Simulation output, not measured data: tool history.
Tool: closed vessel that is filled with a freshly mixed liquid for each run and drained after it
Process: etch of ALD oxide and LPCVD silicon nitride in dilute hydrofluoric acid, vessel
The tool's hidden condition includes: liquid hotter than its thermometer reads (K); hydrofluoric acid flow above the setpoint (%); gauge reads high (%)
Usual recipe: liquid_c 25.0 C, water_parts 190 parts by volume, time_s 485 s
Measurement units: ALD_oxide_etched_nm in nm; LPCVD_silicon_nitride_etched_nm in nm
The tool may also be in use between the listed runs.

run   hour  liquid_c  water_parts  time_s  wafers since the last listed run  hours since the thermometer was replaced  hours since the hydrofluoric acid flow meter was replaced  hours since the gauge calibration  read-back film thickness of the ALD oxide reference wafer, read on the same gauge (nm)  read-back film thickness of the LPCVD silicon nitride reference wafer, read on the same gauge (nm)  ALD_oxide_etched_nm  LPCVD_silicon_nitride_etched_nm
  1    0.0      25.0          190     485                                 0                                    1166.3                                                     1224.8                              811.6                                                                                   30.01                                                                                             130.028                51.99                            1.481
  2   52.1      25.0          190     485                              2537                                    1218.4                                                     1276.9                              863.7                                                                                   29.99                                                                                             130.002                52.25                            1.494
  3  107.8      25.0          190     485                              2713                                    1274.1                                                     1332.6                              919.4                                                                                   29.99                                                                                             129.997                52.67                            1.532
  4  169.4      25.0          190     485                              3000                                    1335.7                                                     1394.2                              981.0                                                                                   30.02                                                                                             129.964                52.20                            1.563
  5  238.5      25.0          190     685                              3365                                    1404.8                                                     1463.3                             1050.1                                                                                   30.01                                                                                             130.021                74.45                            2.077
  6  306.9      25.0          190     485                              3331                                    1473.2                                                     1531.7                             1118.5                                                                                   29.99                                                                                             130.013                52.77                            1.492
  7  378.7      25.0          190     485                              3497                                    1545.0                                                     1603.5                             1190.3                                                                                   29.99                                                                                             130.006                52.32                            1.500
  8  405.1      25.0          190     485                              1285                                    1571.4                                                     1629.9                             1216.7                                                                                   30.03                                                                                             130.017                53.25                            1.568
  9  461.5      25.0          190     485                              2747                                    1627.8                                                     1686.3                             1273.1                                                                                   29.97                                                                                             130.006                52.68                            1.541
 10  509.0      25.0          190     485                              2313                                    1675.3                                                     1733.8                             1320.6                                                                                   30.00                                                                                             129.985                53.03                            1.523
 11  580.5      25.0          190     485                              3482                                    1746.8                                                     1805.3                             1392.1                                                                                   30.00                                                                                             129.970                54.29                            1.566
 12  605.0      21.5          130     485                              1193                                    1771.3                                                     1829.8                             1416.6                                                                                   30.00                                                                                             129.999                72.47                            1.782
 13  638.4      20.5          215     345                              1626                                    1804.7                                                     1863.2                             1450.0                                                                                   29.98                                                                                             130.037                27.85                            0.731
 14  683.2      20.5          270     485                              2182                                    1849.5                                                     1908.0                             1494.8                                                                                   29.99                                                                                             130.018                29.60                            0.828
     694.3  -- hydrofluoric acid flow meter replaced
 15  710.5      26.5          265     245                              1281                                    1876.8                                                       16.2                             1522.1                                                                                   30.03                                                                                             130.009                19.12                            0.602
 16  752.7      25.0          190     485                              2055                                    1919.0                                                       58.4                             1564.3                                                                                   29.97                                                                                             130.019                53.28                            1.554
 17  811.3      27.5          190     665                              2854                                    1977.6                                                      117.0                             1622.9                                                                                   30.00                                                                                             130.021                80.06                            2.655
     838.1  -- gauge calibrated
     871.5  -- thermometer replaced
 18  882.9      22.5          100     640                              3438                                      11.4                                                      188.6                               44.8                                                                                   30.00                                                                                             130.002               124.59                            2.945
 19  917.0      25.0          190     485                              1661                                      45.5                                                      222.7                               78.9                                                                                   30.01                                                                                             130.026                48.69                            1.356

What will run 20 give?
 20  966.4      25.0          100     270                              2406                                      94.9                                                      272.1                              128.3                                                                                       ?                                                                                                   ?                    ?                                ?

read-back film thickness of the ALD oxide reference wafer, read on the same gauge (nm): 30.00
read-back film thickness of the LPCVD silicon nitride reference wafer, read on the same gauge (nm): 130.009
ALD_oxide_etched_nm: 57.96 nm
LPCVD_silicon_nitride_etched_nm: 1.434 nm
With no hidden state in the tool, this same run would have given ALD_oxide_etched_nm 57.48 nm, LPCVD_silicon_nitride_etched_nm 1.415 nm.

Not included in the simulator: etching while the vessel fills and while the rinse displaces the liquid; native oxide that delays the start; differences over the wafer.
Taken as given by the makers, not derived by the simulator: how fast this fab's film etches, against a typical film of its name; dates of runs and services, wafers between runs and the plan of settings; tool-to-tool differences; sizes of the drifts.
